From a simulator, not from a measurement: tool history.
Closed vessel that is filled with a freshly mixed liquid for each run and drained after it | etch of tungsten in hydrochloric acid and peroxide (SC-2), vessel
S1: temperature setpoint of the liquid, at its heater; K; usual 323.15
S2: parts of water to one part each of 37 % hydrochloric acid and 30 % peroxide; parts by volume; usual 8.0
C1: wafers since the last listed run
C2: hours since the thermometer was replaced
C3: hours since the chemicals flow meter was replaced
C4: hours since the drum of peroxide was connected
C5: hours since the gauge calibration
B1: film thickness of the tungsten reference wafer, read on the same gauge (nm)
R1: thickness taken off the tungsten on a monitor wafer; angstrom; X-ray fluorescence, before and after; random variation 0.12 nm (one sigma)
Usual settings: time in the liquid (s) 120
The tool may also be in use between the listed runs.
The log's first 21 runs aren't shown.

{"run": 22, "day": 24.104, "S1": 323.15, "S2": 8.0, "time in the liquid (s)": 120, "C1": 4125, "C2": 1263.3, "C3": 95.3, "C4": 158.4, "C5": 96.0, "B1": 130.0, "R1": 270.1}
{"day": 25.154, "done": "thermometer replaced"}
{"run": 23, "day": 25.492, "S1": 323.15, "S2": 6.0, "time in the liquid (s)": 75, "C1": 4100, "C2": 8.1, "C3": 128.6, "C4": 191.7, "C5": 129.3, "B1": 129.99, "R1": 224.3}
{"run": 24, "day": 26.283, "S1": 323.15, "S2": 5.5, "time in the liquid (s)": 85, "C1": 2411, "C2": 27.1, "C3": 147.6, "C4": 210.7, "C5": 148.3, "B1": 129.99, "R1": 272.2}
{"run": 25, "day": 27.167, "S1": 323.15, "S2": 8.0, "time in the liquid (s)": 120, "C1": 2691, "C2": 48.3, "C3": 168.8, "C4": 231.9, "C5": 169.5, "B1": 129.99, "R1": 287.7}
{"run": 26, "day": 28.338, "S1": 323.15, "S2": 8.0, "time in the liquid (s)": 50, "C1": 3566, "C2": 76.4, "C3": 196.9, "C4": 260.0, "C5": 197.6, "B1": 129.99, "R1": 120.3}
{"run": 27, "day": 29.538, "S1": 323.15, "S2": 8.0, "time in the liquid (s)": 175, "C1": 3655, "C2": 105.2, "C3": 225.7, "C4": 288.8, "C5": 226.4, "B1": 130.01, "R1": 413.3}
{"run": 28, "day": 30.492, "S1": 317.65, "S2": 10.0, "time in the liquid (s)": 75, "C1": 2906, "C2": 128.1, "C3": 248.6, "C4": 311.7, "C5": 249.3, "B1": 130.0, "R1": 100.8}
{"run": 29, "day": 31.288, "S1": 329.15, "S2": 8.0, "time in the liquid (s)": 120, "C1": 2424, "C2": 147.2, "C3": 267.7, "C4": 330.8, "C5": 268.4, "B1": 129.99, "R1": 420.3}
{"run": 30, "day": 31.967, "S1": 327.15, "S2": 8.0, "time in the liquid (s)": 120, "C1": 2069, "C2": 163.5, "C3": 284.0, "C4": 347.1, "C5": 284.7, "B1": 129.98, "R1": 367.5}
{"run": 31, "day": 33.121, "S1": 327.65, "S2": 9.5, "time in the liquid (s)": 75, "C1": 3516, "C2": 191.2, "C3": 311.7, "C4": 374.8, "C5": 312.4, "B1": 129.99, "R1": 204.6}

3 ways to go on from here, each from the tool as it stands after run 31. What would each give?
{"run": "A", "day": 33.15, "S1": 323.15, "S2": 8.0, "time in the liquid (s)": 120, "C1": 88, "C2": 191.9, "C3": 312.4, "C4": 375.5, "C5": 313.1, "B1": "?", "R1": "?"}
{"run": "B", "day": 33.15, "S1": 332.65, "S2": 9.0, "time in the liquid (s)": 85, "C1": 88, "C2": 191.9, "C3": 312.4, "C4": 375.5, "C5": 313.1, "B1": "?", "R1": "?"}
{"run": "C", "day": 33.15, "S1": 316.15, "S2": 10.5, "time in the liquid (s)": 160, "C1": 88, "C2": 191.9, "C3": 312.4, "C4": 375.5, "C5": 313.1, "B1": "?", "R1": "?"}

run=A B1=130.01 R1=279.7
run=B B1=130.01 R1=333.4
run=C B1=130.01 R1=184.9
Without the tool's hidden state the same runs would have given:
run=A R1=295.1
run=B R1=351.6
run=C R1=195.4
